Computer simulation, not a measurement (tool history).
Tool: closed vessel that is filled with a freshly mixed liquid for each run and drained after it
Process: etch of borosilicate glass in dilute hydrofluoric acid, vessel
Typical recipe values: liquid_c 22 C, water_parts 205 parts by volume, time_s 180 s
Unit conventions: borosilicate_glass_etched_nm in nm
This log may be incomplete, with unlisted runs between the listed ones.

run    hour  liquid_c  water_parts  time_s  read-back film thickness of the borosilicate glass reference wafer, read on the same gauge (nm)  borosilicate_glass_etched_nm
  1       0        22          150     180                                                                                           129.99                         17.48
  2    54.7      24.5          205     105                                                                                           130.04                          7.69
  3   101.9      24.5          205     105                                                                                           129.97                          7.75
  4   191.8      24.5          205     105                                                                                           129.98                          7.75
  5   231.5      23.5          205     180                                                                                           129.99                         12.75
  6   298.7        22          205     180                                                                                           130.03                          12.1
      336.4  -- hydrofluoric acid flow meter replaced
  7   365.1        22          275     110                                                                                           129.97                          5.11
  8   465.8        22          275     110                                                                                           129.99                          5.15
  9     505        22          205     180                                                                                           130.01                          12.1
 10   575.2        22          205     180                                                                                           130.01                         12.06
      639.1  -- thermometer replaced
 11   681.7        22          205     180                                                                                           130.01                         11.65
 12     719        22          205     180                                                                                              130                         11.74
 13     756        22          205     180                                                                                           129.97                         11.81
 14   826.3        22          255     180                                                                                           130.05                          8.96
 15   894.6        22          255     180                                                                                              130                          8.98
 16   959.1        22          255     180                                                                                           130.03                          8.98
 17  1019.2      19.5          160     180                                                                                           130.03                         14.34
 18  1060.2        22          205     180                                                                                           129.98                         11.68
 19  1138.4        20          290     275                                                                                           129.98                         10.91
 20  1177.4        22          205     110                                                                                           129.98                          7.21
 21  1262.3        18          125     140                                                                                           129.99                         13.97
 22  1305.8      17.5          205     180                                                                                           129.98                          9.98
 23  1370.6        22          205     280                                                                                           129.99                         18.32
 24  1411.8      26.5          135     220                                                                                              130                         28.15
     1470.8  -- hydrofluoric acid flow meter replaced
     1507.3  -- gauge calibrated
 25  1699.3      20.5          205     140                                                                                           129.97                          8.72
 26  1750.6        22          205     120                                                                                              130                          7.87
 27  1824.9        26          295     145                                                                                           129.99                          6.99
 28  1862.4        27          205     180                                                                                           129.97                         14.24
 29  1911.7        22          265     235                                                                                           129.98                         11.36
 30  1993.4        22          205     180                                                                                           130.03                         11.89
 31  2036.3        24          180     260                                                                                           129.98                         21.68
 32  2114.3      18.5          205     180                                                                                           130.01                         10.46

Predict each of these 5 candidate next runs independently; none follows another, all start after run 32:
  A  2115        22          130     180                                                                                                ?                             ?
  B  2115      23.5          205     230                                                                                                ?                             ?
  C  2115        24          110     105                                                                                                ?                             ?
  D  2115        22          130     210                                                                                                ?                             ?
  E  2115      19.5          255     125                                                                                                ?                             ?

run  read-back film thickness of the borosilicate glass reference wafer, read on the same gauge (nm)  borosilicate_glass_etched_nm
  A                                                                                           129.96                         20.49
  B                                                                                           129.96                         16.18
  C                                                                                           129.96                         15.64
  D                                                                                           129.96                         23.91
  E                                                                                           129.96                           5.8
What these runs would have given with no unlogged condition in the tool:
run  borosilicate_glass_etched_nm
  A                         19.92
  B                         15.76
  C                         15.21
  D                         23.24
  E                          5.64
